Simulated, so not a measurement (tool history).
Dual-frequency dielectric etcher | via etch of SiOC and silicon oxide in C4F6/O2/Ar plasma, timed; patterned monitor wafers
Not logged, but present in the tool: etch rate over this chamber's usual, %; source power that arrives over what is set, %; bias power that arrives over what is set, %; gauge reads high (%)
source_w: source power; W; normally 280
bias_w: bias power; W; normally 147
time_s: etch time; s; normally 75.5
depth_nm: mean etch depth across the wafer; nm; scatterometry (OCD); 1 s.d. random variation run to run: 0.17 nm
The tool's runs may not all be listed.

run	hour	source_w	bias_w	time_s	wafers since the last listed run	hours since the last wet clean	hours since the last source power generator calibration	hours since the last bias power generator calibration	hours since the last upper electrode change	hours since the gauge calibration	read-back reference wafer on the same gauge, depth_nm	depth_nm
1	0.0	320	147	75.5	0	178.0	3411.3	3223.7	4965.7	93.9	83.2	78.2
2	23.5	320	147	75.5	289	201.5	3434.8	3247.2	4989.2	117.4	83.2	77.7
3	44.9	280	119	75.5	263	222.9	3456.2	3268.6	5010.6	138.8	83.2	71.1
4	73.3	280	119	75.5	349	251.3	3484.6	3297.0	5039.0	167.2	83.2	71.1
5	88.0	280	119	75.5	181	266.0	3499.3	3311.7	5053.7	181.9	83.2	70.8
6	113.6	280	147	66.0	315	291.6	3524.9	3337.3	5079.3	207.5	83.2	64.6
# hour 152.1: bias power generator calibrated
# hour 157.1: upper electrode replaced, of another model than before
7	157.6	280	147	66.0	430	335.6	3568.9	5.5	0.5	251.5	83.2	64.2
8	162.2	280	170	75.5	56	340.2	3573.5	10.1	5.1	256.1	83.3	77.3
9	175.8	280	147	75.5	167	353.8	3587.1	23.7	18.7	269.7	83.2	73.5
10	204.4	340	169	62.5	352	382.4	3615.7	52.3	47.3	298.3	83.3	71.9
# hour 215.5: source power generator calibrated
11	236.8	250	164	54.5	349	414.8	21.3	84.7	79.7	330.7	83.2	51.2
12	255.0	280	147	75.5	224	433.0	39.5	102.9	97.9	348.9	83.2	73.2
# hour 287.5: wet clean of the chamber
13	288.0	280	147	68.5	110	0.5	72.5	135.9	130.9	381.9	83.2	67.7
# hour 291.4: gauge calibrated
14	303.8	340	117	89.5	194	16.3	88.3	151.7	146.7	12.4	83.1	92.6
15	319.7	280	147	75.5	195	32.2	104.2	167.6	162.6	28.3	83.2	74.5
16	337.0	280	174	56.5	213	49.5	121.5	184.9	179.9	45.6	83.2	59.3
17	370.6	280	137	66.5	413	83.1	155.1	218.5	213.5	79.2	83.2	63.7
18	406.1	280	147	75.5	437	118.6	190.6	254.0	249.0	114.7	83.2	74.4

3 options for the next run, each taken on its own from the tool as it stands now. Forecast them:
A	406.5	280	147	75.5	4	119.0	191.0	254.4	249.4	115.1	?	?
B	406.5	310	164	82.0	4	119.0	191.0	254.4	249.4	115.1	?	?
C	406.5	280	159	92.0	4	119.0	191.0	254.4	249.4	115.1	?	?

run	read-back reference wafer on the same gauge, depth_nm	depth_nm
A	83.2	74.2
B	83.2	89.1
C	83.2	92.9
Stripped of hidden state, with their random variation kept, the same runs would have yielded:
run	depth_nm
A	74.6
B	89.5
C	93.3
